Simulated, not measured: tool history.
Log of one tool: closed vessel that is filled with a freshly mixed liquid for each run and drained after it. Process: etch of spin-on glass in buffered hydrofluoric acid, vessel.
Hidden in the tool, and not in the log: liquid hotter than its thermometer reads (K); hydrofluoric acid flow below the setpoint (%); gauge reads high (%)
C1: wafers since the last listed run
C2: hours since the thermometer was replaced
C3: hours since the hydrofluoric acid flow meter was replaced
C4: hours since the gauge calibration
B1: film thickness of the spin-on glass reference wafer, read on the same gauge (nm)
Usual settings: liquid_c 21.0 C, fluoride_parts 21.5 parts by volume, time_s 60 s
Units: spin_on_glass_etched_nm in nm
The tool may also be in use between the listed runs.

{"run": 1, "hour": 0.0, "liquid_c": 21.0, "fluoride_parts": 21.5, "time_s": 50, "C1": 0, "C2": 1094.8, "C3": 393.0, "C4": 411.9, "B1": 129.96, "spin_on_glass_etched_nm": 67.81}
{"run": 2, "hour": 15.1, "liquid_c": 21.0, "fluoride_parts": 21.5, "time_s": 50, "C1": 2081, "C2": 1109.9, "C3": 408.1, "C4": 427.0, "B1": 130.02, "spin_on_glass_etched_nm": 68.22}
{"hour": 18.3, "done": "gauge calibrated"}
{"hour": 57.0, "done": "hydrofluoric acid flow meter replaced"}
{"run": 3, "hour": 90.3, "liquid_c": 21.0, "fluoride_parts": 21.5, "time_s": 50, "C1": 10228, "C2": 1185.1, "C3": 33.3, "C4": 72.0, "B1": 129.96, "spin_on_glass_etched_nm": 68.0}
{"run": 4, "hour": 123.9, "liquid_c": 21.0, "fluoride_parts": 21.5, "time_s": 60, "C1": 4631, "C2": 1218.7, "C3": 66.9, "C4": 105.6, "B1": 129.97, "spin_on_glass_etched_nm": 81.83}
{"run": 5, "hour": 152.5, "liquid_c": 21.0, "fluoride_parts": 21.5, "time_s": 60, "C1": 3942, "C2": 1247.3, "C3": 95.5, "C4": 134.2, "B1": 129.96, "spin_on_glass_etched_nm": 81.66}
{"run": 6, "hour": 168.7, "liquid_c": 21.0, "fluoride_parts": 21.5, "time_s": 60, "C1": 2233, "C2": 1263.5, "C3": 111.7, "C4": 150.4, "B1": 129.99, "spin_on_glass_etched_nm": 81.09}
{"run": 7, "hour": 189.3, "liquid_c": 21.0, "fluoride_parts": 24.0, "time_s": 60, "C1": 2839, "C2": 1284.1, "C3": 132.3, "C4": 171.0, "B1": 130.0, "spin_on_glass_etched_nm": 75.4}
{"run": 8, "hour": 203.9, "liquid_c": 21.0, "fluoride_parts": 24.0, "time_s": 60, "C1": 2012, "C2": 1298.7, "C3": 146.9, "C4": 185.6, "B1": 130.01, "spin_on_glass_etched_nm": 75.79}
{"run": 9, "hour": 230.0, "liquid_c": 21.0, "fluoride_parts": 21.5, "time_s": 80, "C1": 3597, "C2": 1324.8, "C3": 173.0, "C4": 211.7, "B1": 129.95, "spin_on_glass_etched_nm": 108.95}
{"run": 10, "hour": 265.2, "liquid_c": 21.0, "fluoride_parts": 21.5, "time_s": 60, "C1": 4852, "C2": 1360.0, "C3": 208.2, "C4": 246.9, "B1": 129.98, "spin_on_glass_etched_nm": 81.28}
{"run": 11, "hour": 279.7, "liquid_c": 21.0, "fluoride_parts": 26.0, "time_s": 60, "C1": 1998, "C2": 1374.5, "C3": 222.7, "C4": 261.4, "B1": 130.02, "spin_on_glass_etched_nm": 71.5}
{"run": 12, "hour": 298.4, "liquid_c": 21.0, "fluoride_parts": 26.0, "time_s": 60, "C1": 2577, "C2": 1393.2, "C3": 241.4, "C4": 280.1, "B1": 130.02, "spin_on_glass_etched_nm": 71.55}
{"run": 13, "hour": 312.2, "liquid_c": 21.0, "fluoride_parts": 21.5, "time_s": 70, "C1": 1902, "C2": 1407.0, "C3": 255.2, "C4": 293.9, "B1": 130.0, "spin_on_glass_etched_nm": 94.89}
{"run": 14, "hour": 395.6, "liquid_c": 21.0, "fluoride_parts": 14.0, "time_s": 70, "C1": 11496, "C2": 1490.4, "C3": 338.6, "C4": 377.3, "B1": 129.99, "spin_on_glass_etched_nm": 143.04}
{"hour": 424.4, "done": "gauge calibrated"}
{"run": 15, "hour": 424.5, "liquid_c": 21.0, "fluoride_parts": 21.5, "time_s": 60, "C1": 3983, "C2": 1519.3, "C3": 367.5, "C4": 0.1, "B1": 130.04, "spin_on_glass_etched_nm": 81.5}
{"run": 16, "hour": 442.0, "liquid_c": 21.0, "fluoride_parts": 14.0, "time_s": 70, "C1": 2412, "C2": 1536.8, "C3": 385.0, "C4": 17.6, "B1": 129.95, "spin_on_glass_etched_nm": 141.8}
{"run": 17, "hour": 470.2, "liquid_c": 21.0, "fluoride_parts": 21.5, "time_s": 60, "C1": 3887, "C2": 1565.0, "C3": 413.2, "C4": 45.8, "B1": 129.99, "spin_on_glass_etched_nm": 81.49}
{"hour": 475.1, "done": "hydrofluoric acid flow meter replaced"}
{"hour": 521.7, "done": "thermometer replaced"}
{"run": 18, "hour": 558.8, "liquid_c": 21.0, "fluoride_parts": 21.5, "time_s": 30, "C1": 11937, "C2": 37.1, "C3": 83.7, "C4": 134.4, "B1": 129.99, "spin_on_glass_etched_nm": 40.78}
{"run": 19, "hour": 572.7, "liquid_c": 18.0, "fluoride_parts": 21.5, "time_s": 90, "C1": 1916, "C2": 51.0, "C3": 97.6, "C4": 148.3, "B1": 129.95, "spin_on_glass_etched_nm": 103.59}
{"run": 20, "hour": 607.3, "liquid_c": 19.0, "fluoride_parts": 16.5, "time_s": 60, "C1": 4769, "C2": 85.6, "C3": 132.2, "C4": 182.9, "B1": 129.98, "spin_on_glass_etched_nm": 92.31}
{"run": 21, "hour": 637.2, "liquid_c": 25.0, "fluoride_parts": 23.5, "time_s": 30, "C1": 4121, "C2": 115.5, "C3": 162.1, "C4": 212.8, "B1": 130.0, "spin_on_glass_etched_nm": 48.02}
{"run": 22, "hour": 651.5, "liquid_c": 21.0, "fluoride_parts": 15.0, "time_s": 60, "C1": 1971, "C2": 129.8, "C3": 176.4, "C4": 227.1, "B1": 130.02, "spin_on_glass_etched_nm": 114.08}
{"run": 23, "hour": 677.0, "liquid_c": 21.0, "fluoride_parts": 21.5, "time_s": 60, "C1": 3515, "C2": 155.3, "C3": 201.9, "C4": 252.6, "B1": 129.95, "spin_on_glass_etched_nm": 81.51}
{"run": 24, "hour": 695.6, "liquid_c": 17.0, "fluoride_parts": 21.5, "time_s": 60, "C1": 2563, "C2": 173.9, "C3": 220.5, "C4": 271.2, "B1": 130.0, "spin_on_glass_etched_nm": 65.06}
{"run": 25, "hour": 726.2, "liquid_c": 21.0, "fluoride_parts": 21.5, "time_s": 60, "C1": 4218, "C2": 204.5, "C3": 251.1, "C4": 301.8, "B1": 130.0, "spin_on_glass_etched_nm": 81.76}
{"run": 26, "hour": 759.8, "liquid_c": 17.0, "fluoride_parts": 26.5, "time_s": 70, "C1": 4631, "C2": 238.1, "C3": 284.7, "C4": 335.4, "B1": 129.99, "spin_on_glass_etched_nm": 65.8}

Forecast each of these 3 alternatives for the next run:
{"run": "A", "hour": 760.5, "liquid_c": 19.5, "fluoride_parts": 21.5, "time_s": 60, "C1": 96, "C2": 238.8, "C3": 285.4, "C4": 336.1, "B1": "?", "spin_on_glass_etched_nm": "?"}
{"run": "B", "hour": 760.5, "liquid_c": 18.0, "fluoride_parts": 29.5, "time_s": 85, "C1": 96, "C2": 238.8, "C3": 285.4, "C4": 336.1, "B1": "?", "spin_on_glass_etched_nm": "?"}
{"run": "C", "hour": 760.5, "liquid_c": 21.0, "fluoride_parts": 17.5, "time_s": 70, "C1": 96, "C2": 238.8, "C3": 285.4, "C4": 336.1, "B1": "?", "spin_on_glass_etched_nm": "?"}

run=A B1=130.02 spin_on_glass_etched_nm=75.16
run=B B1=130.02 spin_on_glass_etched_nm=78.57
run=C B1=130.02 spin_on_glass_etched_nm=114.38
Without the tool's hidden state the same runs would have given:
run=A spin_on_glass_etched_nm=75.16
run=B spin_on_glass_etched_nm=78.57
run=C spin_on_glass_etched_nm=114.38

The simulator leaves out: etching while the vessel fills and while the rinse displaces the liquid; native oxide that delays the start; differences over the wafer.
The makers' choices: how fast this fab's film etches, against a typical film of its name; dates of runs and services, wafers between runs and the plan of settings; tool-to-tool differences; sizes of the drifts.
